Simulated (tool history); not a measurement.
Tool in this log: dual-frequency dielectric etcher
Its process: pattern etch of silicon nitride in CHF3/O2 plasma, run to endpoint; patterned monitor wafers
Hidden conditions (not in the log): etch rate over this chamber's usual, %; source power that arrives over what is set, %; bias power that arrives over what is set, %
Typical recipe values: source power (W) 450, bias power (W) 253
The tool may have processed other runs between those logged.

| run | hour | source power (W) | bias power (W) | wafers since the last listed run | hours since the last wet clean | hours since the last source power generator calibration | hours since the last bias power generator calibration | hours since the last upper electrode change | incoming incoming film thickness, nm | endpoint time (s) |
|---|---|---|---|---|---|---|---|---|---|---|
| 1 | 0 | 450 | 253 | 0 | 109.1 | 2691.9 | 4047.5 | 2920.1 | 87 | 60.9 |
| 2 | 65.7 | 450 | 253 | 823 | 174.8 | 2757.6 | 4113.2 | 2985.8 | 88 | 63 |
| 3 | 112.1 | 450 | 253 | 581 | 221.2 | 2804 | 4159.6 | 3032.2 | 87.8 | 61.8 |
| 4 | 165.9 | 390 | 253 | 674 | 275 | 2857.8 | 4213.4 | 3086 | 87 | 65.9 |
| 5 | 229.4 | 390 | 253 | 796 | 338.5 | 2921.3 | 4276.9 | 3149.5 | 87.1 | 65.7 |
|  | 289.7 | wet clean of the chamber |
| 6 | 296.3 | 420 | 253 | 537 | 6.6 | 2988.2 | 4343.8 | 3216.4 | 87 | 61.2 |
| 7 | 335 | 420 | 253 | 485 | 45.3 | 3026.9 | 4382.5 | 3255.1 | 87.1 | 61.5 |
| 8 | 386.3 | 450 | 253 | 643 | 96.6 | 3078.2 | 4433.8 | 3306.4 | 88.1 | 61 |
|  | 419 | upper electrode replaced, of another model than before |
| 9 | 453.8 | 450 | 253 | 545 | 164.1 | 3145.7 | 4501.3 | 34.8 | 87.6 | 61.7 |
| 10 | 594.9 | 390 | 278 | 1769 | 305.2 | 3286.8 | 4642.4 | 175.9 | 87.5 | 63.6 |
|  | 624.6 | source power generator calibrated |
| 11 | 661.3 | 450 | 253 | 782 | 371.6 | 36.7 | 4708.8 | 242.3 | 86.6 | 62.1 |
|  | 713.8 | bias power generator calibrated |
| 12 | 725.2 | 450 | 253 | 751 | 435.5 | 100.6 | 11.4 | 306.2 | 87.6 | 63.5 |
|  | 761.6 | wet clean of the chamber |
| 13 | 794.1 | 390 | 220 | 562 | 32.5 | 169.5 | 80.3 | 375.1 | 87.1 | 72.4 |
| 14 | 829.2 | 380 | 286 | 440 | 67.6 | 204.6 | 115.4 | 410.2 | 87.3 | 61.1 |
| 15 | 865.9 | 450 | 195 | 460 | 104.3 | 241.3 | 152.1 | 446.9 | 87.6 | 75.9 |
| 16 | 994.2 | 450 | 253 | 1608 | 232.6 | 369.6 | 280.4 | 575.2 | 86.5 | 60.5 |
| 17 | 1027.7 | 550 | 253 | 420 | 266.1 | 403.1 | 313.9 | 608.7 | 87 | 54.8 |
| 18 | 1059.5 | 370 | 253 | 398 | 297.9 | 434.9 | 345.7 | 640.5 | 86 | 69.8 |

For each run, the measured value with the value that run would have given without the tool's hidden condition subtracted. The run-to-run variation is shared by both, the gauge scatter possibly not:
| run | endpoint time (s) |
|---|---|
| 1 | +1 |
| 2 | +1.5 |
| 3 | +1.9 |
| 4 | +2.4 |
| 5 | +2.9 |
| 6 | +0 |
| 7 | +0.3 |
| 8 | +0.6 |
| 9 | +1.1 |
| 10 | +2.3 |
| 11 | +2.7 |
| 12 | +3.3 |
| 13 | -0.2 |
| 14 | +0.1 |
| 15 | +0.4 |
| 16 | +1.3 |
| 17 | +1.5 |
| 18 | +2.1 |
